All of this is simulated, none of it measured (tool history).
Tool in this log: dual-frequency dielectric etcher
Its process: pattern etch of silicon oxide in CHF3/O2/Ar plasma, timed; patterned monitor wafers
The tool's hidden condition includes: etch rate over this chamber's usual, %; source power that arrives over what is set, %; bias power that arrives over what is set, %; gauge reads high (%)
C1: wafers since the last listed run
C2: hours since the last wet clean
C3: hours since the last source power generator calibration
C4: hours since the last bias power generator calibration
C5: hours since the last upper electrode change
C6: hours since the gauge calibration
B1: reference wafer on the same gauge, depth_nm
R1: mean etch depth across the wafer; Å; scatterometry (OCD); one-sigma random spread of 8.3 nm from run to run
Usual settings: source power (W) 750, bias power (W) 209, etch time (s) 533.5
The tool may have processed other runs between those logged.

Run 1, hour 0: usual settings; C1 0; C2 0.5; C3 230.1; C4 4294.4; C5 3894.5; C6 195.3; B1 1298.5. Result: R1 12869 Å.
Run 2, hour 30.1: usual settings; C1 58; C2 30.6; C3 260.2; C4 4324.5; C5 3924.6; C6 225.4; B1 1302.1. Result: R1 12931 Å.
Run 3, hour 67.4: usual settings; C1 72; C2 67.9; C3 297.5; C4 4361.8; C5 3961.9; C6 262.7; B1 1300.3. Result: R1 12723 Å.
Run 4, hour 125.3: usual settings; C1 113; C2 125.8; C3 355.4; C4 4419.7; C5 4019.8; C6 320.6; B1 1301.9. Result: R1 12766 Å.
Run 5, hour 170.4: usual settings; C1 88; C2 170.9; C3 400.5; C4 4464.8; C5 4064.9; C6 365.7; B1 1297.1. Result: R1 12741 Å.
Run 6, hour 218.7: usual settings; C1 94; C2 219.2; C3 448.8; C4 4513.1; C5 4113.2; C6 414; B1 1301.6. Result: R1 12802 Å.
Run 7, hour 257.8: usual settings but source power (W) 890, etch time (s) 476; C1 76; C2 258.3; C3 487.9; C4 4552.2; C5 4152.3; C6 453.1; B1 1303. Result: R1 12258 Å.
Run 8, hour 298.3: usual settings but bias power (W) 242, etch time (s) 407; C1 79; C2 298.8; C3 528.4; C4 4592.7; C5 4192.8; C6 493.6; B1 1302.5. Result: R1 9980 Å.
Run 9, hour 356.5: usual settings but source power (W) 890, bias power (W) 249, etch time (s) 413; C1 113; C2 357; C3 586.6; C4 4650.9; C5 4251; C6 551.8; B1 1300.8. Result: R1 10906 Å.
At hour 404: bias power generator calibrated.
Run 10, hour 422.8: usual settings but source power (W) 930, etch time (s) 485.5; C1 121; C2 423.3; C3 652.9; C4 18.8; C5 4317.3; C6 618.1; B1 1300.6. Result: R1 12661 Å.
Run 11, hour 485.4: usual settings but bias power (W) 225; C1 122; C2 485.9; C3 715.5; C4 81.4; C5 4379.9; C6 680.7; B1 1298.2. Result: R1 12856 Å.
Run 12, hour 532.9: usual settings; C1 92; C2 533.4; C3 763; C4 128.9; C5 4427.4; C6 728.2; B1 1303.4. Result: R1 12498 Å.
At hour 565.5: wet clean of the chamber.
Run 13, hour 566: usual settings; C1 17; C2 0.5; C3 796.1; C4 162; C5 4460.5; C6 761.3; B1 1299.8. Result: R1 12905 Å.
Run 14, hour 610.9: usual settings but etch time (s) 469.5; C1 87; C2 45.4; C3 841; C4 206.9; C5 4505.4; C6 806.2; B1 1298.7. Result: R1 11247 Å.
Run 15, hour 650.9: usual settings but bias power (W) 188; C1 78; C2 85.4; C3 881; C4 246.9; C5 4545.4; C6 846.2; B1 1300.6. Result: R1 12572 Å.

Run 16 has not been measured yet. What should we expect?
Run 16, hour 677.7: usual settings but source power (W) 590, etch time (s) 410; C1 52; C2 112.2; C3 907.8; C4 273.7; C5 4572.2; C6 873; B1 ?. Result: R1 ?.

Run 16 produced B1 1297.6, R1 8765 Å.
Without the tool's hidden state the same run would have given R1 8826 Å.

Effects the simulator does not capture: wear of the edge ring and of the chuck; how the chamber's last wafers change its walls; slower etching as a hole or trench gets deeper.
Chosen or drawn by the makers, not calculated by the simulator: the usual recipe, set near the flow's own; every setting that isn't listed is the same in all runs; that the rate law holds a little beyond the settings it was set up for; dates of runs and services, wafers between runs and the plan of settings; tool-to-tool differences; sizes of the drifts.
